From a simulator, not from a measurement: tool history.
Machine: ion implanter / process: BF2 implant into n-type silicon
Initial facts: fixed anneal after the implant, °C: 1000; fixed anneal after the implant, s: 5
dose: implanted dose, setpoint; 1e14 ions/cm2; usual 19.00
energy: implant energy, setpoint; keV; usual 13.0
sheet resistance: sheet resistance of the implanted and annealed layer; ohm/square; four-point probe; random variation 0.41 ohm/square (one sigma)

run    hour   dose  energy  wafers since the last listed run  hours since the last dose calibration  hours since the extraction supply was calibrated  hours since the gauge calibration  read-back reference wafer on the same gauge, sheet resistance  sheet resistance
  1     0.0  19.00    13.0                                 0                                 2401.1                                            4071.3                             1765.8                                                         315.00            268.19
  2    44.2  17.77    13.0                              1073                                 2445.3                                            4115.5                             1810.0                                                         314.84            270.98
  3    81.6  19.00    15.0                               907                                 2482.7                                            4152.9                             1847.4                                                         314.88            248.47
      134.6  -- Faraday cup replaced and dose calibrated
  4   136.2  21.81    13.0                              1131                                    1.6                                            4207.5                             1902.0                                                         314.95            261.62
  5   204.3  19.00    13.0                              1653                                   69.7                                            4275.6                             1970.1                                                         314.88            266.85
  6   261.5  19.00    13.0                              1388                                  126.9                                            4332.8                             2027.3                                                         314.97            266.75
  7   328.0  19.00    16.0                              1614                                  193.4                                            4399.3                             2093.8                                                         315.20            238.14
      351.7  -- extraction supply calibrated
  8   372.0  19.00    16.0                               873                                  237.4                                              20.3                             2137.8                                                         315.12            244.12
  9   437.4  19.00    16.0                              1587                                  302.8                                              85.7                             2203.2                                                         314.98            244.59
 10   496.7  19.00    16.5                              1439                                  362.1                                             145.0                             2262.5                                                         314.99            239.64
 11   559.9  19.00    16.5                              1534                                  425.3                                             208.2                             2325.7                                                         314.90            240.17
 12   620.7  19.00    16.5                              1476                                  486.1                                             269.0                             2386.5                                                         314.97            240.28
 13   656.8  19.00    13.0                               876                                  522.2                                             305.1                             2422.6                                                         314.95            273.42
 14   706.9  15.10    13.0                              1216                                  572.3                                             355.2                             2472.7                                                         314.90            282.38
 15   740.3  19.00    13.0                               810                                  605.7                                             388.6                             2506.1                                                         315.12            272.07
      759.9  -- gauge calibrated
 16   768.9  21.60    11.5                               694                                  634.3                                             417.2                                9.0                                                         315.21            285.96
 17   801.1  23.88    13.0                               781                                  666.5                                             449.4                               41.2                                                         315.11            265.35
 18   830.4  23.07    15.0                               711                                  695.8                                             478.7                               70.5                                                         315.00            246.75
 19   902.3  21.57     9.5                              1745                                  767.7                                             550.6                              142.4                                                         315.06            315.40
 20   972.4  22.22    13.0                              1701                                  837.8                                             620.7                              212.5                                                         314.88            267.81
 21  1033.8  16.79    10.0                              1490                                  899.2                                             682.1                              273.9                                                         315.07            316.72
 22  1101.7  19.00    16.0                              1648                                  967.1                                             750.0                              341.8                                                         314.91            244.38
 23  1160.3  19.00    13.0                              1422                                 1025.7                                             808.6                              400.4                                                         314.96            273.22
 24  1203.1  19.00    13.0                              1039                                 1068.5                                             851.4                              443.2                                                         314.80            273.09
 25  1241.7  19.00    15.0                               937                                 1107.1                                             890.0                              481.8                                                         314.77            253.18
 26  1290.4  19.00    14.5                              1182                                 1155.8                                             938.7                              530.5                                                         314.79            258.04
 27  1345.3  19.00    13.0                              1332                                 1210.7                                             993.6                              585.4                                                         314.74            273.48
 28  1369.8  19.00    13.0                               594                                 1235.2                                            1018.1                              609.9                                                         315.02            273.61
 29  1399.5  15.87    16.5                               721                                 1264.9                                            1047.8                              639.6                                                         315.16            246.16
 30  1423.8  19.00    12.0                               589                                 1289.2                                            1072.1                              663.9                                                         315.10            284.59
 31  1483.8  19.00    13.0                              1456                                 1349.2                                            1132.1                              723.9                                                         315.11            273.38
 32  1512.3  19.00    13.0                               691                                 1377.7                                            1160.6                              752.4                                                         315.19            273.43
 33  1565.0  23.64    14.5                              1279                                 1430.4                                            1213.3                              805.1                                                         315.11            250.93
 34  1630.0  23.90    15.0                              1577                                 1495.4                                            1278.3                              870.1                                                         315.02            246.31
 35  1664.8  16.64    10.0                               844                                 1530.2                                            1313.1                              904.9                                                         315.16            317.63
 36  1701.3  19.00    10.0                               886                                 1566.7                                            1349.6                              941.4                                                         314.91            311.25

Forecast each of these 5 alternatives for the next run:
  A  1701.7  24.45    13.0                                 9                                 1567.1                                            1350.0                              941.8                                                              ?                 ?
  B  1701.7  13.57    15.5                                 9                                 1567.1                                            1350.0                              941.8                                                              ?                 ?
  C  1701.7  23.94    14.5                                 9                                 1567.1                                            1350.0                              941.8                                                              ?                 ?
  D  1701.7  24.18    11.0                                 9                                 1567.1                                            1350.0                              941.8                                                              ?                 ?
  E  1701.7  17.21    15.5                                 9                                 1567.1                                            1350.0                              941.8                                                              ?                 ?

run  read-back reference wafer on the same gauge, sheet resistance  sheet resistance
  A                                                         314.89            264.40
  B                                                         314.89            260.48
  C                                                         314.89            250.23
  D                                                         314.89            288.53
  E                                                         314.89            252.06
With the hidden condition removed and each run's random variation left untouched, the same runs would have given:
run  sheet resistance
  A            263.61
  B            259.54
  C            249.48
  D            287.69
  E            251.21
